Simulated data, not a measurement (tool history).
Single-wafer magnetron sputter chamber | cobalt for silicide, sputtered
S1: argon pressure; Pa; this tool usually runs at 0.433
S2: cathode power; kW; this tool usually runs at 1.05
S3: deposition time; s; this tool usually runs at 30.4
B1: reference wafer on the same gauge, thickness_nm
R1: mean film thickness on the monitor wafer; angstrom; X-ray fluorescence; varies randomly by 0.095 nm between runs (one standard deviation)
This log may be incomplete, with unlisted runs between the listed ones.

run 1 hour=0 | S1=0.433 S2=1.05 S3=30.4 | B1=15.315 | R1=175.6
run 2 hour=9.3 | S1=0.363 S2=1.05 S3=30.4 | B1=15.303 | R1=181.72
run 3 hour=18.3 | S1=0.363 S2=1.05 S3=30.4 | B1=15.301 | R1=175.94
run 4 hour=53.4 | S1=0.305 S2=1.05 S3=30.4 | B1=15.298 | R1=179.81
run 5 hour=69.3 | S1=0.305 S2=1.05 S3=30.4 | B1=15.302 | R1=179.34
run 6 hour=82.6 | S1=0.433 S2=1.05 S3=30.4 | B1=15.304 | R1=166.39
run 7 hour=99.6 | S1=0.433 S2=1.05 S3=30.4 | B1=15.29 | R1=166.92
run 8 hour=112.3 | S1=0.433 S2=1.05 S3=30.4 | B1=15.304 | R1=167.63
run 9 hour=130 | S1=0.433 S2=1.05 S3=30.4 | B1=15.292 | R1=164.6
run 10 hour=136.1 | S1=0.433 S2=0.8 S3=26.7 | B1=15.295 | R1=111.33
run 11 hour=148 | S1=0.537 S2=1.2 S3=34.2 | B1=15.304 | R1=204.25
run 12 hour=165.5 | S1=0.483 S2=1.05 S3=30.4 | B1=15.299 | R1=162.04
run 13 hour=177.7 | S1=0.312 S2=1.05 S3=30.4 | B1=15.311 | R1=173.37
run 14 hour=194.2 | S1=0.518 S2=1.05 S3=30.4 | B1=15.31 | R1=172.14
run 15 hour=203 | S1=0.433 S2=1.05 S3=30.4 | B1=15.293 | R1=175.27
run 16 hour=216.6 | S1=0.433 S2=1.3 S3=34.2 | B1=15.294 | R1=240.92
run 17 hour=229.4 | S1=0.433 S2=1.05 S3=30.4 | B1=15.298 | R1=171.29
run 18 hour=236.9 | S1=0.295 S2=1.2 S3=36 | B1=15.285 | R1=243.5
run 19 hour=247.2 | S1=0.38 S2=1.05 S3=30.4 | B1=15.292 | R1=173.43
run 20 hour=262.1 | S1=0.575 S2=1.2 S3=26.7 | B1=15.282 | R1=159.8
run 21 hour=279.9 | S1=0.433 S2=1.05 S3=30.4 | B1=15.289 | R1=166.27
run 22 hour=295.1 | S1=0.49 S2=0.8 S3=26.3 | B1=15.293 | R1=109.04
run 23 hour=311.1 | S1=0.433 S2=1.05 S3=30.4 | B1=15.289 | R1=167.55
run 24 hour=326.6 | S1=0.433 S2=1.05 S3=32.3 | B1=15.297 | R1=179.01
run 25 hour=335.2 | S1=0.433 S2=1.05 S3=30.4 | B1=15.312 | R1=167.53
run 26 hour=342.8 | S1=0.276 S2=1.05 S3=32.7 | B1=15.306 | R1=190.14
run 27 hour=360.3 | S1=0.433 S2=1.05 S3=31.9 | B1=15.324 | R1=173.95
run 28 hour=397.7 | S1=0.599 S2=1.05 S3=36.5 | B1=15.305 | R1=184.83
run 29 hour=413.4 | S1=0.567 S2=1.05 S3=25.1 | B1=15.315 | R1=139.17
run 30 hour=419.6 | S1=0.302 S2=1.05 S3=30.4 | B1=15.282 | R1=185.73
run 31 hour=426.2 | S1=0.497 S2=0.95 S3=36.1 | B1=15.301 | R1=182.88
run 32 hour=433.8 | S1=0.326 S2=1.05 S3=30.4 | B1=15.303 | R1=181.04
run 33 hour=451.8 | S1=0.272 S2=1.05 S3=30.4 | B1=15.283 | R1=184.46
run 34 hour=469 | S1=0.272 S2=1.3 S3=24.5 | B1=15.293 | R1=180.55

Between the runs listed above, the log contained 5 entries, not reproduced here. Where in the sequence does each belong, and how does what the log doesn't record of the tool's condition differ from the listed run before to the listed run after?
Logged between run 3 and run 4: capacitance manometer re-zeroed and calibrated (hour 43.4); magnet pack replaced (hour 50.8)
  deposition rate above that of a new target (%): -2.81 -> -4.9
  measured result minus the result with no hidden state, R1: -5.08 -> -9.26 angstrom
Logged between run 9 and run 10: gauge calibrated (hour 135.5)
  deposition rate above that of a new target (%): -6.9 -> -6.98
  measured result minus the result with no hidden state, R1: -12.2 -> -8.35 angstrom
Logged between run 13 and run 14: sputter target and shields replaced (hour 193.7)
  deposition rate above that of a new target (%): -7.35 -> -0.456
  measured result minus the result with no hidden state, R1: -13.75 -> -0.79 angstrom
Logged between run 28 and run 29: sputter target and shields replaced (hour 412.9)
  deposition rate above that of a new target (%): -6.84 -> -0.482
  measured result minus the result with no hidden state, R1: -13.57 -> -0.67 angstrom
